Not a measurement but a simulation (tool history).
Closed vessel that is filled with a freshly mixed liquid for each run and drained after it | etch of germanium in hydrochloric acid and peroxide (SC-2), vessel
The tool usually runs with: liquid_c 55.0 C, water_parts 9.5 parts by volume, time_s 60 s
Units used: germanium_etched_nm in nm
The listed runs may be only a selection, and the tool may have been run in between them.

run	hour	liquid_c	water_parts	time_s	wafers since the last listed run	hours since the thermometer was replaced	hours since the chemicals flow meter was replaced	hours since the drum of peroxide was connected	hours since the gauge calibration	read-back film thickness of the germanium reference wafer, read on the same gauge (nm)	germanium_etched_nm
1	0.0	55.0	9.5	60	0	1226.6	198.8	489.3	339.1	50.00	92.35
2	116.5	55.0	12.0	80	7795	1343.1	315.3	605.8	455.6	50.00	120.25
3	222.3	58.0	9.5	80	7079	1448.9	421.1	711.6	561.4	50.01	134.79
# hour 235.3: new drum of peroxide connected
4	291.4	58.0	9.5	80	4556	1518.0	490.2	56.1	630.5	49.99	134.59
5	338.2	59.5	9.5	60	3131	1564.8	537.0	102.9	677.3	50.00	106.32
6	395.9	59.5	9.5	60	3860	1622.5	594.7	160.6	735.0	50.00	107.12
7	497.9	59.5	9.5	60	6825	1724.5	696.7	262.6	837.0	50.00	107.08
8	563.7	49.5	12.0	60	4402	1790.3	762.5	328.4	902.8	49.99	76.86
9	654.4	49.5	12.0	60	6068	1881.0	853.2	419.1	993.5	50.00	77.90
10	753.8	51.5	9.5	60	6651	1980.4	952.6	518.5	1092.9	50.00	84.91
11	860.6	51.5	9.5	60	7146	2087.2	1059.4	625.3	1199.7	49.99	85.60
12	964.3	52.5	9.5	60	6938	2190.9	1163.1	729.0	1303.4	50.00	87.81
# hour 971.1: new drum of peroxide connected
# hour 1102.2: thermometer replaced
13	1124.4	52.5	9.5	60	10578	22.2	1323.2	153.3	1463.5	50.01	83.09
14	1419.9	52.5	9.5	60	19772	317.7	1618.7	448.8	1759.0	50.03	82.06
15	1460.0	48.5	9.5	60	2683	357.8	1658.8	488.9	1799.1	50.00	73.15
16	1508.3	52.5	9.5	60	3231	406.1	1707.1	537.2	1847.4	49.98	83.12
# hour 1535.6: chemicals flow meter replaced
17	1562.7	59.5	9.5	60	3573	460.5	27.1	591.6	1901.8	50.00	103.62
18	1604.9	58.5	11.5	80	2823	502.7	69.3	633.8	1944.0	50.01	131.13
# hour 1656.3: new drum of peroxide connected
19	1668.6	61.0	5.0	30	4195	566.4	133.0	12.3	2007.7	49.99	56.93
20	1738.0	55.0	9.5	60	4643	635.8	202.4	81.7	2077.1	49.99	90.84
21	1827.9	55.0	9.5	75	6015	725.7	292.3	171.6	2167.0	50.01	113.57
# hour 1841.9: gauge calibrated
22	1916.9	55.0	9.5	90	5955	814.7	381.3	260.6	75.0	50.01	136.41
23	1962.4	58.0	5.5	75	3044	860.2	426.8	306.1	120.5	49.99	129.17
24	2030.1	60.0	13.5	35	4529	927.9	494.5	373.8	188.2	50.00	58.61
25	2092.9	63.0	5.5	80	4202	990.7	557.3	436.6	251.0	50.00	160.58
26	2179.9	63.0	9.5	70	5821	1077.7	644.3	523.6	338.0	50.00	135.16
27	2251.4	55.0	4.5	60	4784	1149.2	715.8	595.1	409.5	50.02	95.71
# hour 2264.4: new drum of peroxide connected
28	2353.1	59.5	9.5	60	6738	1250.9	817.5	88.7	511.2	50.00	105.93

Below are 4 alternative next runs, each starting from the tool's condition after run 28. Predict each:
A	2353.8	55.0	9.5	35	46	1251.6	818.2	89.4	511.9	?	?
B	2353.8	59.0	9.5	60	46	1251.6	818.2	89.4	511.9	?	?
C	2353.8	50.0	9.5	45	46	1251.6	818.2	89.4	511.9	?	?
D	2353.8	59.0	6.5	30	46	1251.6	818.2	89.4	511.9	?	?

run	read-back film thickness of the germanium reference wafer, read on the same gauge (nm)	germanium_etched_nm
A	50.00	53.86
B	50.00	104.00
C	50.00	59.39
D	50.00	53.58
Without the tool's hidden state the same runs would have given:
run	germanium_etched_nm
A	51.59
B	99.73
C	56.81
D	51.35

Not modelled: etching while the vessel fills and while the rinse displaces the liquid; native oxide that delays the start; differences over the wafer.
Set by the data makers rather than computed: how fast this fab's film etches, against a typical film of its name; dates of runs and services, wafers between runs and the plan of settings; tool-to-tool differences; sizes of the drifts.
